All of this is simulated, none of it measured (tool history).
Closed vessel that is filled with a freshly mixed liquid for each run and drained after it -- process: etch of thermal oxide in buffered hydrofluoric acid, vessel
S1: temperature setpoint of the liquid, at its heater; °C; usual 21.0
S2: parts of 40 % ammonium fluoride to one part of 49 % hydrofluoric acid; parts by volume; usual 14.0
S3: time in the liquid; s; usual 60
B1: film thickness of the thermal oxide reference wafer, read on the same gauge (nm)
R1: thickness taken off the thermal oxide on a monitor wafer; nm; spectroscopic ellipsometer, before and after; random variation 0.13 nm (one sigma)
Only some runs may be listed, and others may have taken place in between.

run 1 hour=0.0 | S1=23.0 S2=14.0 S3=85 | B1=80.01 | R1=81.62
run 2 hour=16.9 | S1=23.0 S2=14.0 S3=85 | B1=80.02 | R1=81.42
-- hour=61.6 hydrofluoric acid flow meter replaced
run 3 hour=67.2 | S1=23.0 S2=14.0 S3=85 | B1=79.99 | R1=74.32
-- hour=72.4 thermometer replaced
run 4 hour=75.0 | S1=21.0 S2=14.0 S3=60 | B1=80.00 | R1=46.90
run 5 hour=91.9 | S1=21.0 S2=14.0 S3=60 | B1=80.00 | R1=47.08
run 6 hour=100.9 | S1=21.0 S2=14.0 S3=60 | B1=80.01 | R1=47.07
run 7 hour=113.6 | S1=21.0 S2=14.0 S3=75 | B1=79.97 | R1=59.15
run 8 hour=128.0 | S1=21.0 S2=18.0 S3=60 | B1=80.01 | R1=37.08
-- hour=133.4 gauge calibrated
run 9 hour=140.9 | S1=23.5 S2=14.0 S3=90 | B1=80.03 | R1=81.58
run 10 hour=152.7 | S1=21.0 S2=17.5 S3=75 | B1=79.99 | R1=47.60
run 11 hour=163.1 | S1=21.0 S2=19.5 S3=35 | B1=79.99 | R1=19.87
run 12 hour=174.9 | S1=21.0 S2=14.0 S3=60 | B1=79.99 | R1=47.35
run 13 hour=190.3 | S1=21.0 S2=16.5 S3=90 | B1=80.02 | R1=60.72
run 14 hour=200.2 | S1=21.0 S2=14.0 S3=60 | B1=80.01 | R1=47.47

Consider 5 possible next runs. They are alternatives, not a sequence: every one starts from the tool as it was left by run 14. What does each give?
run A hour=200.9 | S1=17.5 S2=14.0 S3=60 | B1=? | R1=?
run B hour=200.9 | S1=25.5 S2=8.5 S3=60 | B1=? | R1=?
run C hour=200.9 | S1=21.0 S2=14.0 S3=70 | B1=? | R1=?
run D hour=200.9 | S1=21.0 S2=10.0 S3=45 | B1=? | R1=?
run E hour=200.9 | S1=24.5 S2=14.0 S3=60 | B1=? | R1=?

run=A B1=80.00 R1=38.93
run=B B1=80.00 R1=96.01
run=C B1=80.00 R1=55.31
run=D B1=80.00 R1=49.09
run=E B1=80.00 R1=57.48
Take away the tool's hidden state, keep each run's random variation, and the runs would have read:
run=A R1=38.24
run=B R1=94.14
run=C R1=54.33
run=D R1=48.53
run=E R1=56.47
